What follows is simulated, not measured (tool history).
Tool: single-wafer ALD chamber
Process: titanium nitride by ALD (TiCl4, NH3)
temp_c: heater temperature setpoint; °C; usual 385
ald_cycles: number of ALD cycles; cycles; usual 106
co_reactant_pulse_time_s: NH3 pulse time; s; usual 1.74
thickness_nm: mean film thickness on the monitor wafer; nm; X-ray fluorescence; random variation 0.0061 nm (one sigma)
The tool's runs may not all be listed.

run   hour  temp_c  ald_cycles  co_reactant_pulse_time_s  wafers since the last listed run  hours since the last thermocouple change  hours since the showerhead was replaced  hours since the gauge calibration  read-back reference wafer on the same gauge, thickness_nm  thickness_nm
  1    0.0     385         106                      1.29                                 0                                     914.2                                   8511.1                               82.0                                                      2.859         2.407
  2   17.3     385         106                      1.74                                31                                     931.5                                   8528.4                               99.3                                                      2.861         2.446
  3   25.9     385         106                      1.74                                15                                     940.1                                   8537.0                              107.9                                                      2.859         2.445
  4   35.8     385         106                      1.74                                18                                     950.0                                   8546.9                              117.8                                                      2.863         2.431
  5   82.3     385         106                      1.74                                85                                     996.5                                   8593.4                              164.3                                                      2.860         2.445
  6   99.7     385         106                      1.74                                31                                    1013.9                                   8610.8                              181.7                                                      2.860         2.441
  7  121.0     385         106                      1.74                                39                                    1035.2                                   8632.1                              203.0                                                      2.866         2.445
  8  134.4     385         106                      1.74                                24                                    1048.6                                   8645.5                              216.4                                                      2.862         2.438
  9  151.6     385         106                      1.74                                31                                    1065.8                                   8662.7                              233.6                                                      2.867         2.442
     160.3  -- showerhead replaced
 10  160.8     377         106                      1.74                                 2                                    1075.0                                      0.5                              242.8                                                      2.866         2.413
 11  170.7     385         106                      1.74                                18                                    1084.9                                     10.4                              252.7                                                      2.867         2.453
 12  185.8     385         106                      1.74                                27                                    1100.0                                     25.5                              267.8                                                      2.868         2.445
 13  201.9     385         106                      1.74                                29                                    1116.1                                     41.6                              283.9                                                      2.872         2.442
 14  209.4     385         106                      1.74                                13                                    1123.6                                     49.1                              291.4                                                      2.872         2.443
     225.6  -- thermocouple changed; heater temperature recalibrated
 15  226.1     385         106                      1.74                                15                                       0.5                                     65.8                              308.1                                                      2.876         2.449
 16  229.6     385         106                      1.74                                 6                                       4.0                                     69.3                              311.6                                                      2.874         2.452
 17  246.4     385         106                      1.74                                30                                      20.8                                     86.1                              328.4                                                      2.877         2.441
 18  263.6     385         106                      1.74                                31                                      38.0                                    103.3                              345.6                                                      2.882         2.457
 19  275.8     385         106                      1.74                                22                                      50.2                                    115.5                              357.8                                                      2.875         2.446
 20  291.3     397         106                      1.15                                28                                      65.7                                    131.0                              373.3                                                      2.881         2.450
 21  302.9     385         106                      1.35                                21                                      77.3                                    142.6                              384.9                                                      2.880         2.439
 22  312.4     385         106                      1.74                                17                                      86.8                                    152.1                              394.4                                                      2.884         2.448
 23  320.2     374          94                      1.74                                14                                      94.6                                    159.9                              402.2                                                      2.880         2.139
 24  331.1     372         106                      1.74                                20                                     105.5                                    170.8                              413.1                                                      2.888         2.401
 25  341.3     374         112                      1.94                                18                                     115.7                                    181.0                              423.3                                                      2.884         2.564
 26  350.2     385         117                      1.74                                16                                     124.6                                    189.9                              432.2                                                      2.887         2.702
 27  358.2     371         106                      1.93                                14                                     132.6                                    197.9                              440.2                                                      2.888         2.421
 28  374.4     375         100                      1.15                                29                                     148.8                                    214.1                              456.4                                                      2.891         2.242
 29  382.1     391         106                      1.74                                14                                     156.5                                    221.8                              464.1                                                      2.892         2.481
     390.7  -- gauge calibrated
 30  408.5     391         106                      1.74                                48                                     182.9                                    248.2                               17.8                                                      2.861         2.444
 31  414.9     385         106                      1.74                                11                                     189.3                                    254.6                               24.2                                                      2.861         2.427
 32  431.7     372         124                      1.45                                30                                     206.1                                    271.4                               41.0                                                      2.863         2.758
 33  448.0     391          86                      1.07                                29                                     222.4                                    287.7                               57.3                                                      2.861         1.959
 34  454.8     385         106                      1.74                                12                                     229.2                                    294.5                               64.1                                                      2.862         2.425
 35  470.2     385         106                      1.29                                28                                     244.6                                    309.9                               79.5                                                      2.859         2.401

Forecast run 36:
 36  480.8     385         106                      1.74                                19                                     255.2                                    320.5                               90.1                                                          ?             ?

{"run 36": {"read-back reference wafer on the same gauge, thickness_nm": 2.861, "thickness_nm": 2.43}}
Without the tool's hidden state the same run would have given thickness_nm 2.428 nm.
